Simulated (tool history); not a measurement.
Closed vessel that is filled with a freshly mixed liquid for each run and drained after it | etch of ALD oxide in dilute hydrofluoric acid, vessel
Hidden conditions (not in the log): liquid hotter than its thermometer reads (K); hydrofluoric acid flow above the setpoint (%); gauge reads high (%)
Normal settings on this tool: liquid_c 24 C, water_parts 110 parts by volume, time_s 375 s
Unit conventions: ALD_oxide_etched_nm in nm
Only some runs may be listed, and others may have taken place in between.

run	day	liquid_c	water_parts	time_s	wafers since the last listed run	hours since the thermometer was replaced	hours since the hydrofluoric acid flow meter was replaced	hours since the gauge calibration	read-back film thickness of the ALD oxide reference wafer, read on the same gauge (nm)	ALD_oxide_etched_nm
1	0	27.5	140	375	0	871	1050.5	104.8	69.96	45.51
2	0.283	27.5	140	375	546	877.8	1057.3	111.6	69.99	45.31
3	0.596	24	140	375	603	885.3	1064.8	119.1	70.01	39.79
4	1.204	24	140	375	1173	899.9	1079.4	133.7	70	39.94
5	1.896	24	140	375	1334	916.5	1096	150.3	70	39.84
6	2.554	24	110	455	1270	932.3	1111.8	166.1	70	64.05
7	3.25	24	110	455	1342	949	1128.5	182.8	70.04	63.83
# day 3.379: hydrofluoric acid flow meter replaced
8	4	24	135	375	1366	967	14.9	200.8	69.98	39.9
9	4.608	24	135	375	1173	981.6	29.5	215.4	69.95	40.2
10	4.933	24	110	375	627	989.4	37.3	223.2	70	50.62
# day 5.229: thermometer replaced
11	5.379	24	110	375	779	3.6	48	233.9	70.01	50.92
12	5.917	24	110	375	1037	16.5	60.9	246.8	70.07	50.63
13	6.429	24	110	375	989	28.8	73.2	259.1	69.97	50.41
14	7.012	24	110	375	1125	42.8	87.2	273.1	69.99	50.92
15	7.292	24	110	375	538	49.5	93.9	279.8	69.96	50.91
16	7.954	24	110	375	1278	65.4	109.8	295.7	69.95	50.76
17	8.304	24	60	305	675	73.8	118.2	304.1	70.02	80.99
18	8.921	24	110	375	1190	88.6	133	318.9	70	51
19	9.25	24	145	160	635	96.5	140.9	326.8	70.02	15.76
# day 9.508: gauge calibrated
20	9.562	24	110	375	603	104	148.4	1.3	70.06	50.86
21	10.108	27.5	90	375	1053	117.1	161.5	14.4	69.96	73.19
22	10.712	26	110	375	1165	131.6	176	28.9	70.05	54.93
23	11.321	19.5	55	225	1173	146.2	190.6	43.5	69.98	54.56
24	12.088	24	135	375	1479	164.6	209	61.9	70.01	40.46
25	12.638	28.5	155	375	1061	177.8	222.2	75.1	70.04	40.73
26	12.925	24	110	375	554	184.7	229.1	82	69.97	51.37
27	13.179	24	110	375	490	190.8	235.2	88.1	69.99	51.03
28	13.704	25.5	70	530	1013	203.4	247.8	100.7	70	125.62
29	14.438	27	65	375	1415	221	265.4	118.3	69.96	102.84
30	14.796	22	130	480	691	229.6	274	126.9	69.99	50.18
31	15.079	25.5	140	440	546	236.4	280.8	133.7	70.01	48.42
32	15.762	24	110	375	1318	252.8	297.2	150.1	69.96	51.02
33	16.192	25.5	110	510	828	263.1	307.5	160.4	69.98	73.94

What if the next run were any one of these 5? Each begins from the tool's condition after run 33:
A	16.225	24	95	375	64	263.9	308.3	161.2	?	?
B	16.225	24	90	255	64	263.9	308.3	161.2	?	?
C	16.225	24	110	185	64	263.9	308.3	161.2	?	?
D	16.225	24	85	430	64	263.9	308.3	161.2	?	?
E	16.225	26.5	95	435	64	263.9	308.3	161.2	?	?

run	read-back film thickness of the ALD oxide reference wafer, read on the same gauge (nm)	ALD_oxide_etched_nm
A	69.94	60.17
B	69.94	43.45
C	69.94	25.18
D	69.94	78.05
E	69.94	77.02
Stripped of hidden state, with their random variation kept, the same runs would have yielded:
run	ALD_oxide_etched_nm
A	58.31
B	42.12
C	24.39
D	75.67
E	74.63
